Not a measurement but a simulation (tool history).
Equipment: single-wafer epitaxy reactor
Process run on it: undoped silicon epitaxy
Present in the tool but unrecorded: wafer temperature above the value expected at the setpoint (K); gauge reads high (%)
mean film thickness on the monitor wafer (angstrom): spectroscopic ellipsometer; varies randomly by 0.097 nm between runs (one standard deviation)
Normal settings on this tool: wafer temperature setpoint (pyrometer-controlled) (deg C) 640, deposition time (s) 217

| run | hour | wafer temperature setpoint (pyrometer-controlled) (deg C) | deposition time (s) | wafers since the last listed run | hours since the last pyrometer calibration | hours since the gauge calibration | read-back reference wafer on the same gauge, thickness_nm | mean film thickness on the monitor wafer (angstrom) |
|---|---|---|---|---|---|---|---|---|
| 1 | 0 | 640 | 217 | 0 | 894.1 | 277.6 | 25.895 | 314.43 |
| 2 | 31.7 | 640 | 217 | 213 | 925.8 | 309.3 | 25.876 | 315.65 |
| 3 | 81.5 | 640 | 217 | 334 | 975.6 | 359.1 | 25.881 | 317.1 |
| 4 | 147.4 | 635 | 217 | 443 | 1041.5 | 425 | 25.882 | 278.42 |
|  | 205.4 | pyrometer calibrated |
| 5 | 205.9 | 635 | 217 | 339 | 0.5 | 483.5 | 25.91 | 268.85 |
| 6 | 226 | 640 | 217 | 135 | 20.6 | 503.6 | 25.933 | 306.37 |
| 7 | 266.6 | 640 | 217 | 272 | 61.2 | 544.2 | 25.902 | 309.41 |
| 8 | 335.1 | 640 | 217 | 460 | 129.7 | 612.7 | 25.903 | 305.84 |

Run 9 is up next; what results do you expect?
|  | 366.3 | gauge calibrated |
| 9 | 379.5 | 649 | 217 | 298 | 174.1 | 13.2 | ? | ? |

{"run 9": {"read-back reference wafer on the same gauge, thickness_nm": 25.874, "mean film thickness on the monitor wafer (angstrom)": 387.09}}
Without the tool's hidden state the same run would have given mean film thickness on the monitor wafer (angstrom) 385.69.
